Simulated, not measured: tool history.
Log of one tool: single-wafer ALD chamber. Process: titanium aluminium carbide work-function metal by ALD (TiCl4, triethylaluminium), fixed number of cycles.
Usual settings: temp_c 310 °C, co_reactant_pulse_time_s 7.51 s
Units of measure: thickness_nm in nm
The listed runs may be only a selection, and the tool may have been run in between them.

run	hour	temp_c	co_reactant_pulse_time_s	wafers since the last listed run	hours since the last thermocouple change	hours since the last triethylaluminium bottle change	hours since the showerhead was replaced	hours since the gauge calibration	read-back reference wafer on the same gauge, thickness_nm	thickness_nm
1	0.0	310	7.51	0	1892.8	1653.2	7953.3	65.3	1.860	1.590
2	14.3	310	6.77	271	1907.1	1667.5	7967.6	79.6	1.855	1.534
3	30.2	306	5.85	302	1923.0	1683.4	7983.5	95.5	1.861	1.412
4	47.0	306	5.85	319	1939.8	1700.2	8000.3	112.3	1.859	1.402
# hour 57.9: triethylaluminium bottle replaced
5	58.4	306	5.85	64	1951.2	0.5	8011.7	123.7	1.861	1.686
6	72.2	310	7.51	262	1965.0	14.3	8025.5	137.5	1.860	1.816
7	79.8	310	7.51	144	1972.6	21.9	8033.1	145.1	1.861	1.807
8	88.3	310	7.51	161	1981.1	30.4	8041.6	153.6	1.863	1.808
9	119.2	310	6.76	587	2012.0	61.3	8072.5	184.5	1.858	1.777
# hour 132.5: thermocouple changed; heater temperature recalibrated
10	133.0	310	6.76	110	0.5	75.1	8086.3	198.3	1.860	1.777
# hour 145.0: showerhead replaced, of another model than before
11	145.5	321	8.52	85	13.0	87.6	0.5	210.8	1.858	1.966
12	148.8	321	8.52	62	16.3	90.9	3.8	214.1	1.860	1.953
13	157.9	299	8.68	172	25.4	100.0	12.9	223.2	1.859	1.779
14	164.4	310	7.51	123	31.9	106.5	19.4	229.7	1.860	1.807
15	174.3	318	8.55	188	41.8	116.4	29.3	239.6	1.859	1.952
16	190.7	319	7.51	311	58.2	132.8	45.7	256.0	1.861	1.887
17	199.2	310	7.51	161	66.7	141.3	54.2	264.5	1.858	1.801
18	244.9	304	8.72	868	112.4	187.0	99.9	310.2	1.859	1.818
19	256.7	316	9.12	224	124.2	198.8	111.7	322.0	1.858	1.931
20	264.4	310	6.74	146	131.9	206.5	119.4	329.7	1.861	1.724
21	278.1	300	5.59	260	145.6	220.2	133.1	343.4	1.863	1.475
22	295.0	301	6.14	321	162.5	237.1	150.0	360.3	1.860	1.562
# hour 295.9: gauge calibrated
23	311.4	310	7.51	311	178.9	253.5	166.4	15.5	1.860	1.776
24	317.6	310	10.21	117	185.1	259.7	172.6	21.7	1.862	1.901
25	327.5	299	9.86	188	195.0	269.6	182.5	31.6	1.859	1.801
26	335.6	298	5.80	153	203.1	277.7	190.6	39.7	1.859	1.483
27	350.8	301	4.67	288	218.3	292.9	205.8	54.9	1.864	1.267
28	359.2	298	7.51	159	226.7	301.3	214.2	63.3	1.858	1.681
29	376.3	314	5.07	324	243.8	318.4	231.3	80.4	1.859	1.446
30	383.8	310	8.91	142	251.3	325.9	238.8	87.9	1.860	1.856
31	393.5	315	8.37	184	261.0	335.6	248.5	97.6	1.859	1.878
32	400.1	310	7.51	125	267.6	342.2	255.1	104.2	1.859	1.765
33	414.7	310	7.51	277	282.2	356.8	269.7	118.8	1.861	1.770
34	429.6	310	7.51	283	297.1	371.7	284.6	133.7	1.857	1.774

Alternative continuations, all from the tool just after run 34; predict every row:
A	430.0	310	7.51	7	297.5	372.1	285.0	134.1	?	?
B	430.0	321	4.65	7	297.5	372.1	285.0	134.1	?	?
C	430.0	305	9.75	7	297.5	372.1	285.0	134.1	?	?

run	read-back reference wafer on the same gauge, thickness_nm	thickness_nm
A	1.860	1.771
B	1.860	1.381
C	1.860	1.857
Take away the tool's hidden state, keep each run's random variation, and the runs would have read:
run	thickness_nm
A	1.847
B	1.511
C	1.897
